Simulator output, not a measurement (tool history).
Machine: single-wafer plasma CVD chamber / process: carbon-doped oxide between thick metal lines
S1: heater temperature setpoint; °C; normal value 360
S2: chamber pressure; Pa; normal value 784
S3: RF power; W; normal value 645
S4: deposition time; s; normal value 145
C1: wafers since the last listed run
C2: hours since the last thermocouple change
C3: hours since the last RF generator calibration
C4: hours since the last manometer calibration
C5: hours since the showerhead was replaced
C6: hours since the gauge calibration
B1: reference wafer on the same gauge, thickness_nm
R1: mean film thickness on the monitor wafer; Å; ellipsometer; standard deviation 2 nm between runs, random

Run 1, day 0.000: usual settings but S1 365 °C; C1 0; C2 1033.0; C3 1127.3; C4 1961.1; C5 5089.2; C6 2006.0; B1 641.604. Result: R1 7570.07 Å.
Run 2, day 2.675: usual settings; C1 541; C2 1097.2; C3 1191.5; C4 2025.3; C5 5153.4; C6 2070.2; B1 641.863. Result: R1 7607.05 Å.
At day 3.375: gauge calibrated.
At day 4.000: RF generator calibrated.
Run 3, day 5.475: usual settings; C1 499; C2 1164.4; C3 35.4; C4 2092.5; C5 5220.6; C6 50.4; B1 642.003. Result: R1 7720.22 Å.
Run 4, day 8.271: usual settings; C1 565; C2 1231.5; C3 102.5; C4 2159.6; C5 5287.7; C6 117.5; B1 641.567. Result: R1 7674.75 Å.
Run 5, day 9.754: usual settings; C1 300; C2 1267.1; C3 138.1; C4 2195.2; C5 5323.3; C6 153.1; B1 642.167. Result: R1 7673.27 Å.
At day 11.450: thermocouple changed; heater temperature recalibrated.
Run 6, day 11.471: usual settings; C1 280; C2 0.5; C3 179.3; C4 2236.4; C5 5364.5; C6 194.3; B1 642.098. Result: R1 7670.93 Å.
Run 7, day 13.338: usual settings; C1 377; C2 45.3; C3 224.1; C4 2281.2; C5 5409.3; C6 239.1; B1 642.150. Result: R1 7650.24 Å.
Run 8, day 15.029: usual settings; C1 342; C2 85.9; C3 264.7; C4 2321.8; C5 5449.9; C6 279.7; B1 642.299. Result: R1 7670.95 Å.
Run 9, day 17.654: usual settings but S1 371 °C; C1 531; C2 148.9; C3 327.7; C4 2384.8; C5 5512.9; C6 342.7; B1 642.187. Result: R1 7487.36 Å.
Run 10, day 19.462: usual settings but S2 641 Pa; C1 366; C2 192.3; C3 371.1; C4 2428.2; C5 5556.3; C6 386.1; B1 642.217. Result: R1 7245.03 Å.
Run 11, day 21.767: usual settings but S3 525 W, S4 123 s; C1 466; C2 247.6; C3 426.4; C4 2483.5; C5 5611.6; C6 441.4; B1 642.052. Result: R1 5875.06 Å.
Run 12, day 23.338: usual settings but S1 373 °C, S2 868 Pa, S3 545 W, S4 170 s; C1 317; C2 285.3; C3 464.1; C4 2521.2; C5 5649.3; C6 479.1; B1 641.843. Result: R1 8185.05 Å.
Run 13, day 24.354: usual settings but S1 356 °C, S4 165 s; C1 205; C2 309.7; C3 488.5; C4 2545.6; C5 5673.7; C6 503.5; B1 642.004. Result: R1 8726.63 Å.
Run 14, day 25.633: usual settings but S1 370 °C, S2 836 Pa, S3 715 W, S4 134 s; C1 258; C2 340.4; C3 519.2; C4 2576.3; C5 5704.4; C6 534.2; B1 641.873. Result: R1 7319.76 Å.
At day 28.625: capacitance manometer re-zeroed and calibrated.
At day 33.817: showerhead replaced.
Run 15, day 33.833: usual settings but S3 580 W; C1 1524; C2 537.2; C3 716.0; C4 125.0; C5 0.4; C6 731.0; B1 642.097. Result: R1 7337.80 Å.
Run 16, day 36.000: usual settings but S1 367 °C, S2 867 Pa, S3 680 W; C1 438; C2 589.2; C3 768.0; C4 177.0; C5 52.4; C6 783.0; B1 642.073. Result: R1 7918.13 Å.
Run 17, day 38.033: usual settings; C1 411; C2 638.0; C3 816.8; C4 225.8; C5 101.2; C6 831.8; B1 641.768. Result: R1 7705.12 Å.
Run 18, day 39.929: usual settings but S1 350 °C, S3 735 W; C1 383; C2 683.5; C3 862.3; C4 271.3; C5 146.7; C6 877.3; B1 642.157. Result: R1 8435.51 Å.
Run 19, day 42.154: usual settings but S4 155 s; C1 450; C2 736.9; C3 915.7; C4 324.7; C5 200.1; C6 930.7; B1 642.267. Result: R1 8238.38 Å.
Run 20, day 43.179: usual settings but S1 352 °C, S2 704 Pa, S3 710 W, S4 134 s; C1 207; C2 761.5; C3 940.3; C4 349.3; C5 224.7; C6 955.3; B1 642.152. Result: R1 7377.18 Å.
Run 21, day 44.983: usual settings but S1 351 °C, S2 657 Pa, S4 153 s; C1 365; C2 804.8; C3 983.6; C4 392.6; C5 268.0; C6 998.6; B1 642.313. Result: R1 7909.58 Å.
Run 22, day 47.417: usual settings but S2 624 Pa, S3 740 W; C1 492; C2 863.2; C3 1042.0; C4 451.0; C5 326.4; C6 1057.0; B1 642.157. Result: R1 7757.04 Å.
Run 23, day 48.508: usual settings but S1 351 °C, S2 607 Pa, S3 565 W; C1 220; C2 889.4; C3 1068.2; C4 477.2; C5 352.6; C6 1083.2; B1 641.438. Result: R1 6945.78 Å.
Run 24, day 50.267: usual settings but S1 346 °C, S4 134 s; C1 355; C2 931.6; C3 1110.4; C4 519.4; C5 394.8; C6 1125.4; B1 641.796. Result: R1 7333.64 Å.
At day 52.379: RF generator calibrated.
Run 25, day 52.400: usual settings; C1 364; C2 982.8; C3 0.5; C4 570.6; C5 446.0; C6 1176.6; B1 642.250. Result: R1 7814.48 Å.
Run 26, day 54.138: usual settings; C1 351; C2 1024.5; C3 42.2; C4 612.3; C5 487.7; C6 1218.3; B1 642.018. Result: R1 7791.86 Å.
Run 27, day 56.046: usual settings but S1 354 °C, S3 705 W, S4 131 s; C1 386; C2 1070.3; C3 88.0; C4 658.1; C5 533.5; C6 1264.1; B1 641.624. Result: R1 7410.29 Å.

Each row is a separate what-if for the run after 27, all from the same tool condition, not one after another. Results?
Run A, day 56.062: usual settings but S2 673 Pa; C1 3; C2 1070.7; C3 88.4; C4 658.5; C5 533.9; C6 1264.5; B1 ?. Result: R1 ?.
Run B, day 56.062: usual settings but S1 373 °C; C1 3; C2 1070.7; C3 88.4; C4 658.5; C5 533.9; C6 1264.5; B1 ?. Result: R1 ?.
Run C, day 56.062: usual settings but S1 372 °C, S2 703 Pa, S3 535 W, S4 120 s; C1 3; C2 1070.7; C3 88.4; C4 658.5; C5 533.9; C6 1264.5; B1 ?. Result: R1 ?.
Run D, day 56.062: usual settings but S1 374 °C, S2 720 Pa, S3 695 W; C1 3; C2 1070.7; C3 88.4; C4 658.5; C5 533.9; C6 1264.5; B1 ?. Result: R1 ?.
Run E, day 56.062: usual settings but S1 349 °C, S2 976 Pa, S3 605 W, S4 169 s; C1 3; C2 1070.7; C3 88.4; C4 658.5; C5 533.9; C6 1264.5; B1 ?. Result: R1 ?.

run       B1       R1
  A  642.036  7504.15
  B  642.036  7599.92
  C  642.036  5618.69
  D  642.036  7709.82
  E  642.036  9278.54
Without the tool's hidden state the same runs would have given:
run       R1
  A  7547.87
  B  7640.96
  C  5651.91
  D  7754.45
  E  9322.17
